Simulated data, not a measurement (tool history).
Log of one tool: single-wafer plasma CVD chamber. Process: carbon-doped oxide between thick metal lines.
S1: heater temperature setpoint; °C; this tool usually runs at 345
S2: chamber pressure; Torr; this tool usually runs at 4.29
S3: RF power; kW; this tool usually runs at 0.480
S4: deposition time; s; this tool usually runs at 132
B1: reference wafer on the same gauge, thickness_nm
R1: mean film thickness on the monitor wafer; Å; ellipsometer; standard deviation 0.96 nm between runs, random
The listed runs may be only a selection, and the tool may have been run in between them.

run	hour	S1	S2	S3	S4	B1	R1
1	0.0	345	4.29	0.480	132	625.909	6228.34
2	13.7	345	4.29	0.480	132	626.069	6198.40
3	26.0	345	4.29	0.480	132	625.756	6221.74
4	37.2	345	4.29	0.480	132	626.307	6215.57
5	54.8	345	4.29	0.480	132	625.871	6214.44
6	65.5	345	4.29	0.480	132	625.942	6217.88
7	78.8	345	4.29	0.480	132	626.217	6197.00
8	94.2	345	4.29	0.480	132	626.183	6191.02
9	109.4	345	4.98	0.555	132	626.445	6815.75
# hour 114.2: gauge calibrated
# hour 120.9: capacitance manometer re-zeroed and calibrated
10	121.4	345	4.29	0.480	132	625.771	6170.20
11	132.6	334	4.29	0.425	144	626.082	6468.68
# hour 143.0: thermocouple changed; heater temperature recalibrated
# hour 143.6: showerhead replaced
12	145.6	345	4.29	0.480	125	626.178	5845.13
# hour 160.8: RF generator calibrated
13	161.3	340	4.65	0.480	115	626.142	5720.81
14	166.3	345	4.29	0.480	132	626.288	6381.50
15	179.5	345	3.97	0.415	156	625.860	6902.57
16	196.6	340	4.65	0.480	115	625.921	5717.69
17	208.2	332	4.75	0.445	116	626.049	5696.57
18	225.5	345	4.97	0.520	108	625.989	5569.41
19	238.5	345	4.29	0.480	132	626.027	6359.20

What would each run have given without the hidden state, its run-to-run variation left as it was?
The tool's hidden condition here consists of: wafer temperature above the value expected at the setpoint (K); delivered RF power above the setpoint (%); true pressure above the setpoint (%); gauge reads high (%).
run	R1
1	6380.25
2	6355.22
3	6384.33
4	6382.79
5	6389.33
6	6397.64
7	6382.17
8	6383.12
9	7030.34
10	6374.53
11	6724.60
12	6050.03
13	5730.10
14	6391.87
15	6915.70
16	5727.28
17	5707.92
18	5579.22
19	6371.13
